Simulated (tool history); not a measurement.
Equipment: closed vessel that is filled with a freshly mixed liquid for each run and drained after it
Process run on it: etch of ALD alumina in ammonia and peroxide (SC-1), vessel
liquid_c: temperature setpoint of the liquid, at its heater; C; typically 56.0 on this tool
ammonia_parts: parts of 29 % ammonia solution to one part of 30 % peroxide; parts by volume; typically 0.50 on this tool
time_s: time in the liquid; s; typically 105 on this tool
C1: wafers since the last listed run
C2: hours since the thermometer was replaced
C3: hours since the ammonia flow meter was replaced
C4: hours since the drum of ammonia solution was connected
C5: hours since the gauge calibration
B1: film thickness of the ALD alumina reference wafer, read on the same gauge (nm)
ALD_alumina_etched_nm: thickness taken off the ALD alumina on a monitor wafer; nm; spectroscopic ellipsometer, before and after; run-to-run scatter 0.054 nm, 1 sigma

{"run": 1, "hour": 0.0, "liquid_c": 56.0, "ammonia_parts": 0.5, "time_s": 105, "C1": 0, "C2": 199.8, "C3": 1076.7, "C4": 234.6, "C5": 1391.4, "B1": 139.99, "ALD_alumina_etched_nm": 7.32}
{"run": 2, "hour": 63.3, "liquid_c": 56.0, "ammonia_parts": 0.5, "time_s": 105, "C1": 8623, "C2": 263.1, "C3": 1140.0, "C4": 297.9, "C5": 1454.7, "B1": 140.04, "ALD_alumina_etched_nm": 7.35}
{"run": 3, "hour": 109.6, "liquid_c": 54.0, "ammonia_parts": 0.5, "time_s": 105, "C1": 6307, "C2": 309.4, "C3": 1186.3, "C4": 344.2, "C5": 1501.0, "B1": 140.04, "ALD_alumina_etched_nm": 6.69}
{"hour": 111.9, "done": "new drum of ammonia solution connected"}
{"run": 4, "hour": 173.5, "liquid_c": 63.0, "ammonia_parts": 0.4, "time_s": 105, "C1": 8569, "C2": 373.3, "C3": 1250.2, "C4": 61.6, "C5": 1564.9, "B1": 139.99, "ALD_alumina_etched_nm": 10.47}
{"run": 5, "hour": 376.6, "liquid_c": 56.0, "ammonia_parts": 0.6, "time_s": 105, "C1": 27669, "C2": 576.4, "C3": 1453.3, "C4": 264.7, "C5": 1768.0, "B1": 140.0, "ALD_alumina_etched_nm": 7.56}
{"run": 6, "hour": 415.0, "liquid_c": 56.0, "ammonia_parts": 0.6, "time_s": 105, "C1": 5231, "C2": 614.8, "C3": 1491.7, "C4": 303.1, "C5": 1806.4, "B1": 140.01, "ALD_alumina_etched_nm": 7.53}
{"run": 7, "hour": 468.4, "liquid_c": 56.0, "ammonia_parts": 0.5, "time_s": 105, "C1": 7275, "C2": 668.2, "C3": 1545.1, "C4": 356.5, "C5": 1859.8, "B1": 140.0, "ALD_alumina_etched_nm": 7.49}
{"hour": 491.3, "done": "new drum of ammonia solution connected"}
{"hour": 637.8, "done": "gauge calibrated"}
{"run": 8, "hour": 669.8, "liquid_c": 56.0, "ammonia_parts": 0.5, "time_s": 105, "C1": 27302, "C2": 869.6, "C3": 1746.5, "C4": 178.5, "C5": 32.0, "B1": 139.96, "ALD_alumina_etched_nm": 7.43}
{"run": 9, "hour": 720.7, "liquid_c": 56.0, "ammonia_parts": 0.5, "time_s": 105, "C1": 6934, "C2": 920.5, "C3": 1797.4, "C4": 229.4, "C5": 82.9, "B1": 140.0, "ALD_alumina_etched_nm": 7.54}
{"run": 10, "hour": 766.3, "liquid_c": 56.0, "ammonia_parts": 0.5, "time_s": 105, "C1": 6212, "C2": 966.1, "C3": 1843.0, "C4": 275.0, "C5": 128.5, "B1": 139.99, "ALD_alumina_etched_nm": 7.58}
{"run": 11, "hour": 800.8, "liquid_c": 56.0, "ammonia_parts": 0.5, "time_s": 105, "C1": 4700, "C2": 1000.6, "C3": 1877.5, "C4": 309.5, "C5": 163.0, "B1": 139.98, "ALD_alumina_etched_nm": 7.63}
{"hour": 870.1, "done": "thermometer replaced"}
{"run": 12, "hour": 870.6, "liquid_c": 56.0, "ammonia_parts": 0.5, "time_s": 105, "C1": 9373, "C2": 0.5, "C3": 1947.3, "C4": 379.3, "C5": 232.8, "B1": 140.02, "ALD_alumina_etched_nm": 7.38}
{"hour": 901.5, "done": "new drum of ammonia solution connected"}
{"hour": 931.0, "done": "ammonia flow meter replaced"}
{"run": 13, "hour": 935.2, "liquid_c": 53.0, "ammonia_parts": 0.75, "time_s": 150, "C1": 8528, "C2": 65.1, "C3": 4.2, "C4": 33.7, "C5": 297.4, "B1": 140.04, "ALD_alumina_etched_nm": 9.28}
{"run": 14, "hour": 960.9, "liquid_c": 62.0, "ammonia_parts": 0.6, "time_s": 105, "C1": 3501, "C2": 90.8, "C3": 29.9, "C4": 59.4, "C5": 323.1, "B1": 140.02, "ALD_alumina_etched_nm": 10.29}
{"run": 15, "hour": 1000.8, "liquid_c": 65.5, "ammonia_parts": 0.5, "time_s": 50, "C1": 5435, "C2": 130.7, "C3": 69.8, "C4": 99.3, "C5": 363.0, "B1": 139.99, "ALD_alumina_etched_nm": 5.68}
{"run": 16, "hour": 1072.1, "liquid_c": 56.0, "ammonia_parts": 0.5, "time_s": 105, "C1": 9713, "C2": 202.0, "C3": 141.1, "C4": 170.6, "C5": 434.3, "B1": 139.97, "ALD_alumina_etched_nm": 7.48}
{"run": 17, "hour": 1114.2, "liquid_c": 56.0, "ammonia_parts": 0.5, "time_s": 105, "C1": 5735, "C2": 244.1, "C3": 183.2, "C4": 212.7, "C5": 476.4, "B1": 140.0, "ALD_alumina_etched_nm": 7.44}
{"run": 18, "hour": 1164.4, "liquid_c": 66.0, "ammonia_parts": 0.3, "time_s": 85, "C1": 6839, "C2": 294.3, "C3": 233.4, "C4": 262.9, "C5": 526.6, "B1": 139.99, "ALD_alumina_etched_nm": 9.62}
{"run": 19, "hour": 1232.3, "liquid_c": 56.0, "ammonia_parts": 0.3, "time_s": 105, "C1": 9250, "C2": 362.2, "C3": 301.3, "C4": 330.8, "C5": 594.5, "B1": 140.0, "ALD_alumina_etched_nm": 7.15}
{"hour": 1260.8, "done": "new drum of ammonia solution connected"}
{"run": 20, "hour": 1291.6, "liquid_c": 56.0, "ammonia_parts": 0.55, "time_s": 105, "C1": 7942, "C2": 421.5, "C3": 360.6, "C4": 30.8, "C5": 653.8, "B1": 140.01, "ALD_alumina_etched_nm": 7.43}
{"run": 21, "hour": 1359.8, "liquid_c": 56.0, "ammonia_parts": 0.5, "time_s": 105, "C1": 9291, "C2": 489.7, "C3": 428.8, "C4": 99.0, "C5": 722.0, "B1": 140.01, "ALD_alumina_etched_nm": 7.45}
{"run": 22, "hour": 1425.8, "liquid_c": 46.0, "ammonia_parts": 0.7, "time_s": 80, "C1": 8991, "C2": 555.7, "C3": 494.8, "C4": 165.0, "C5": 788.0, "B1": 139.99, "ALD_alumina_etched_nm": 3.44}
{"run": 23, "hour": 1489.6, "liquid_c": 56.0, "ammonia_parts": 0.65, "time_s": 105, "C1": 8691, "C2": 619.5, "C3": 558.6, "C4": 228.8, "C5": 851.8, "B1": 140.03, "ALD_alumina_etched_nm": 7.57}
{"run": 24, "hour": 1552.0, "liquid_c": 56.0, "ammonia_parts": 0.4, "time_s": 45, "C1": 8501, "C2": 681.9, "C3": 621.0, "C4": 291.2, "C5": 914.2, "B1": 139.97, "ALD_alumina_etched_nm": 3.13}
{"run": 25, "hour": 1580.0, "liquid_c": 56.0, "ammonia_parts": 0.3, "time_s": 130, "C1": 3814, "C2": 709.9, "C3": 649.0, "C4": 319.2, "C5": 942.2, "B1": 140.03, "ALD_alumina_etched_nm": 8.93}
{"hour": 1624.6, "done": "new drum of ammonia solution connected"}
{"run": 26, "hour": 1640.7, "liquid_c": 56.0, "ammonia_parts": 0.5, "time_s": 105, "C1": 8133, "C2": 770.6, "C3": 709.7, "C4": 16.1, "C5": 1002.9, "B1": 140.01, "ALD_alumina_etched_nm": 7.47}
{"run": 27, "hour": 1669.1, "liquid_c": 56.0, "ammonia_parts": 0.35, "time_s": 105, "C1": 3869, "C2": 799.0, "C3": 738.1, "C4": 44.5, "C5": 1031.3, "B1": 139.99, "ALD_alumina_etched_nm": 7.25}
{"run": 28, "hour": 1723.1, "liquid_c": 56.0, "ammonia_parts": 0.3, "time_s": 130, "C1": 7356, "C2": 853.0, "C3": 792.1, "C4": 98.5, "C5": 1085.3, "B1": 140.01, "ALD_alumina_etched_nm": 8.93}
{"hour": 1772.1, "done": "thermometer replaced"}
{"run": 29, "hour": 1782.7, "liquid_c": 49.0, "ammonia_parts": 0.5, "time_s": 105, "C1": 7983, "C2": 10.6, "C3": 851.7, "C4": 158.1, "C5": 1144.9, "B1": 140.04, "ALD_alumina_etched_nm": 5.03}

Branching from run 29: 4 alternative next runs. What would each branch give?
{"run": "A", "hour": 1783.4, "liquid_c": 56.0, "ammonia_parts": 0.5, "time_s": 105, "C1": 95, "C2": 11.3, "C3": 852.4, "C4": 158.8, "C5": 1145.6, "B1": "?", "ALD_alumina_etched_nm": "?"}
{"run": "B", "hour": 1783.4, "liquid_c": 53.0, "ammonia_parts": 0.5, "time_s": 135, "C1": 95, "C2": 11.3, "C3": 852.4, "C4": 158.8, "C5": 1145.6, "B1": "?", "ALD_alumina_etched_nm": "?"}
{"run": "C", "hour": 1783.4, "liquid_c": 59.0, "ammonia_parts": 0.65, "time_s": 155, "C1": 95, "C2": 11.3, "C3": 852.4, "C4": 158.8, "C5": 1145.6, "B1": "?", "ALD_alumina_etched_nm": "?"}
{"run": "D", "hour": 1783.4, "liquid_c": 47.5, "ammonia_parts": 0.6, "time_s": 55, "C1": 95, "C2": 11.3, "C3": 852.4, "C4": 158.8, "C5": 1145.6, "B1": "?", "ALD_alumina_etched_nm": "?"}

run=A B1=140.00 ALD_alumina_etched_nm=7.23
run=B B1=140.00 ALD_alumina_etched_nm=7.92
run=C B1=140.00 ALD_alumina_etched_nm=12.80
run=D B1=140.00 ALD_alumina_etched_nm=2.43
Without the tool's unlogged condition, the same runs would have read:
run=A ALD_alumina_etched_nm=7.22
run=B ALD_alumina_etched_nm=7.91
run=C ALD_alumina_etched_nm=12.77
run=D ALD_alumina_etched_nm=2.42
